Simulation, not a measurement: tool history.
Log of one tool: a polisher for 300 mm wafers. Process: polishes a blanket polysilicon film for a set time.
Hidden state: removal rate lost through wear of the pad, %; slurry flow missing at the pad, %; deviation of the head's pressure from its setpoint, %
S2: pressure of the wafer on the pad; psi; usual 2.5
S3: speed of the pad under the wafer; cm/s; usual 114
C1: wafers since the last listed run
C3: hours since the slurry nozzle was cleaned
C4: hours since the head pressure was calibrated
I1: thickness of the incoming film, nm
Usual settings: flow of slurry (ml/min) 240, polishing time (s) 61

run 1 day=0 | flow_of_slurry_(ml/min)=240 S2=2.5 S3=114 polishing_time_(s)=73 | C1=0 wafers_polished_on_this_pad=4975 C3=265.4 C4=459.4 | I1=1679.2 | film_removed_(nm)=612.4
-- day=0.262 worn pad replaced by a new one
run 2 day=2.617 | flow_of_slurry_(ml/min)=240 S2=2.5 S3=114 polishing_time_(s)=61 | C1=632 wafers_polished_on_this_pad=608 C3=328.2 C4=522.2 | I1=1714.1 | film_removed_(nm)=538.4
run 3 day=4.692 | flow_of_slurry_(ml/min)=240 S2=2.5 S3=114 polishing_time_(s)=61 | C1=535 wafers_polished_on_this_pad=1143 C3=378 C4=572 | I1=1745.2 | film_removed_(nm)=529.2
-- day=5.117 slurry nozzle cleaned
run 4 day=5.825 | flow_of_slurry_(ml/min)=240 S2=2.5 S3=114 polishing_time_(s)=61 | C1=281 wafers_polished_on_this_pad=1425 C3=17 C4=599.2 | I1=1721.4 | film_removed_(nm)=573.6
run 5 day=8.171 | flow_of_slurry_(ml/min)=185 S2=2.5 S3=114 polishing_time_(s)=61 | C1=605 wafers_polished_on_this_pad=2031 C3=73.3 C4=655.5 | I1=1705.2 | film_removed_(nm)=530.9
run 6 day=9.404 | flow_of_slurry_(ml/min)=240 S2=2.5 S3=114 polishing_time_(s)=61 | C1=318 wafers_polished_on_this_pad=2349 C3=102.9 C4=685.1 | I1=1695.2 | film_removed_(nm)=542.1
run 7 day=10.875 | flow_of_slurry_(ml/min)=240 S2=2.5 S3=114 polishing_time_(s)=61 | C1=379 wafers_polished_on_this_pad=2729 C3=138.2 C4=720.4 | I1=1681.3 | film_removed_(nm)=536.3
run 8 day=13.596 | flow_of_slurry_(ml/min)=240 S2=2.5 S3=98 polishing_time_(s)=61 | C1=702 wafers_polished_on_this_pad=3432 C3=203.5 C4=785.7 | I1=1690.1 | film_removed_(nm)=453.8
run 9 day=15.15 | flow_of_slurry_(ml/min)=240 S2=2.5 S3=98 polishing_time_(s)=61 | C1=401 wafers_polished_on_this_pad=3833 C3=240.8 C4=823 | I1=1729.9 | film_removed_(nm)=451.6
-- day=17.754 worn pad replaced by a new one
run 10 day=17.775 | flow_of_slurry_(ml/min)=240 S2=2.5 S3=114 polishing_time_(s)=61 | C1=634 wafers_polished_on_this_pad=5 C3=303.8 C4=886 | I1=1702.4 | film_removed_(nm)=566.7
-- day=22.517 slurry nozzle cleaned
run 11 day=23.504 | flow_of_slurry_(ml/min)=240 S2=2.5 S3=114 polishing_time_(s)=61 | C1=1468 wafers_polished_on_this_pad=1473 C3=23.7 C4=1023.5 | I1=1713.2 | film_removed_(nm)=565
run 12 day=24.688 | flow_of_slurry_(ml/min)=240 S2=2.5 S3=114 polishing_time_(s)=61 | C1=305 wafers_polished_on_this_pad=1779 C3=52.1 C4=1051.9 | I1=1701.5 | film_removed_(nm)=563.8
run 13 day=27.208 | flow_of_slurry_(ml/min)=240 S2=2.5 S3=114 polishing_time_(s)=61 | C1=650 wafers_polished_on_this_pad=2430 C3=112.6 C4=1112.4 | I1=1691.3 | film_removed_(nm)=543
run 14 day=29.438 | flow_of_slurry_(ml/min)=215 S2=2.5 S3=114 polishing_time_(s)=61 | C1=575 wafers_polished_on_this_pad=3005 C3=166.1 C4=1165.9 | I1=1715 | film_removed_(nm)=530.7
run 15 day=30.808 | flow_of_slurry_(ml/min)=215 S2=2.5 S3=114 polishing_time_(s)=61 | C1=353 wafers_polished_on_this_pad=3359 C3=199 C4=1198.8 | I1=1728.1 | film_removed_(nm)=521.1
-- day=31.921 head pressure recalibrated
run 16 day=32.742 | flow_of_slurry_(ml/min)=215 S2=2.5 S3=114 polishing_time_(s)=61 | C1=477 wafers_polished_on_this_pad=3837 C3=245.4 C4=19.7 | I1=1699.4 | film_removed_(nm)=510.4
run 17 day=34.821 | flow_of_slurry_(ml/min)=215 S2=2.5 S3=98 polishing_time_(s)=61 | C1=536 wafers_polished_on_this_pad=4374 C3=295.3 C4=69.6 | I1=1697.1 | film_removed_(nm)=441.6
run 18 day=37.321 | flow_of_slurry_(ml/min)=240 S2=2.5 S3=114 polishing_time_(s)=61 | C1=645 wafers_polished_on_this_pad=5019 C3=355.3 C4=129.6 | I1=1708.3 | film_removed_(nm)=517.9
-- day=38.229 worn pad replaced by a new one
-- day=40.033 slurry nozzle cleaned
run 19 day=42.292 | flow_of_slurry_(ml/min)=215 S2=2.1 S3=152 polishing_time_(s)=82 | C1=1229 wafers_polished_on_this_pad=1038 C3=54.2 C4=248.9 | I1=1708.7 | film_removed_(nm)=884.2
run 20 day=44.029 | flow_of_slurry_(ml/min)=210 S2=2.5 S3=102 polishing_time_(s)=74 | C1=448 wafers_polished_on_this_pad=1486 C3=95.9 C4=290.6 | I1=1712 | film_removed_(nm)=592.4
run 21 day=46.754 | flow_of_slurry_(ml/min)=240 S2=2.5 S3=98 polishing_time_(s)=71 | C1=703 wafers_polished_on_this_pad=2190 C3=161.3 C4=356 | I1=1695.1 | film_removed_(nm)=542.9
run 22 day=48.183 | flow_of_slurry_(ml/min)=240 S2=2.5 S3=102 polishing_time_(s)=68 | C1=369 wafers_polished_on_this_pad=2559 C3=195.6 C4=390.3 | I1=1714.6 | film_removed_(nm)=531.1
run 23 day=49.45 | flow_of_slurry_(ml/min)=215 S2=2.1 S3=152 polishing_time_(s)=82 | C1=327 wafers_polished_on_this_pad=2886 C3=226 C4=420.7 | I1=1724.4 | film_removed_(nm)=815.4
run 24 day=51.538 | flow_of_slurry_(ml/min)=240 S2=2.5 S3=114 polishing_time_(s)=61 | C1=539 wafers_polished_on_this_pad=3425 C3=276.1 C4=470.8 | I1=1713.3 | film_removed_(nm)=514.6
run 25 day=53.267 | flow_of_slurry_(ml/min)=240 S2=2.5 S3=152 polishing_time_(s)=67 | C1=446 wafers_polished_on_this_pad=3871 C3=317.6 C4=512.3 | I1=1741.6 | film_removed_(nm)=754.8
run 26 day=56.238 | flow_of_slurry_(ml/min)=240 S2=2.5 S3=114 polishing_time_(s)=61 | C1=767 wafers_polished_on_this_pad=4638 C3=388.9 C4=583.6 | I1=1727.8 | film_removed_(nm)=511.7
-- day=58.075 worn pad replaced by a new one
run 27 day=58.388 | flow_of_slurry_(ml/min)=240 S2=2.5 S3=114 polishing_time_(s)=61 | C1=512 wafers_polished_on_this_pad=81 C3=440.5 C4=635.2 | I1=1719.4 | film_removed_(nm)=554.8
run 28 day=61.183 | flow_of_slurry_(ml/min)=240 S2=2.5 S3=114 polishing_time_(s)=61 | C1=721 wafers_polished_on_this_pad=802 C3=507.6 C4=702.3 | I1=1708.4 | film_removed_(nm)=535.3
-- day=61.233 slurry nozzle cleaned
run 29 day=62.783 | flow_of_slurry_(ml/min)=260 S2=2.5 S3=114 polishing_time_(s)=72 | C1=402 wafers_polished_on_this_pad=1205 C3=37.2 C4=740.7 | I1=1699.6 | film_removed_(nm)=682.3
run 30 day=64.146 | flow_of_slurry_(ml/min)=305 S2=3.3 S3=136 polishing_time_(s)=75 | C1=351 wafers_polished_on_this_pad=1557 C3=69.9 C4=773.4 | I1=1732.2 | film_removed_(nm)=1036.1
run 31 day=70.304 | flow_of_slurry_(ml/min)=240 S2=2.5 S3=114 polishing_time_(s)=61 | C1=1590 wafers_polished_on_this_pad=3147 C3=217.7 C4=921.2 | I1=1688.4 | film_removed_(nm)=530.5
run 32 day=72.662 | flow_of_slurry_(ml/min)=240 S2=2.2 S3=114 polishing_time_(s)=61 | C1=608 wafers_polished_on_this_pad=3756 C3=274.3 C4=977.8 | I1=1715.9 | film_removed_(nm)=477.7
run 33 day=74.729 | flow_of_slurry_(ml/min)=240 S2=3.1 S3=86 polishing_time_(s)=55 | C1=533 wafers_polished_on_this_pad=4289 C3=323.9 C4=1027.4 | I1=1679.9 | film_removed_(nm)=413.2
-- day=75.467 worn pad replaced by a new one
run 34 day=76.762 | flow_of_slurry_(ml/min)=240 S2=2.8 S3=114 polishing_time_(s)=61 | C1=481 wafers_polished_on_this_pad=334 C3=372.7 C4=1076.2 | I1=1710.7 | film_removed_(nm)=593.3
-- day=78.288 slurry nozzle cleaned
run 35 day=78.671 | flow_of_slurry_(ml/min)=240 S2=2.5 S3=114 polishing_time_(s)=61 | C1=481 wafers_polished_on_this_pad=816 C3=9.2 C4=1122 | I1=1703.8 | film_removed_(nm)=570.7
-- day=79.479 head pressure recalibrated
run 36 day=83.6 | flow_of_slurry_(ml/min)=240 S2=2.5 S3=114 polishing_time_(s)=61 | C1=1251 wafers_polished_on_this_pad=2067 C3=127.5 C4=98.9 | I1=1726.7 | film_removed_(nm)=540.8

The next listed run, before its measurement:
run 37 day=85.996 | flow_of_slurry_(ml/min)=165 S2=2.5 S3=114 polishing_time_(s)=42 | C1=618 wafers_polished_on_this_pad=2685 C3=185 C4=156.4 | I1=1722.9 | film_removed_(nm)=?

Run 37 gave film removed (nm) 335.5.
Without the tool's hidden state the same run would have given film removed (nm) 390.9.
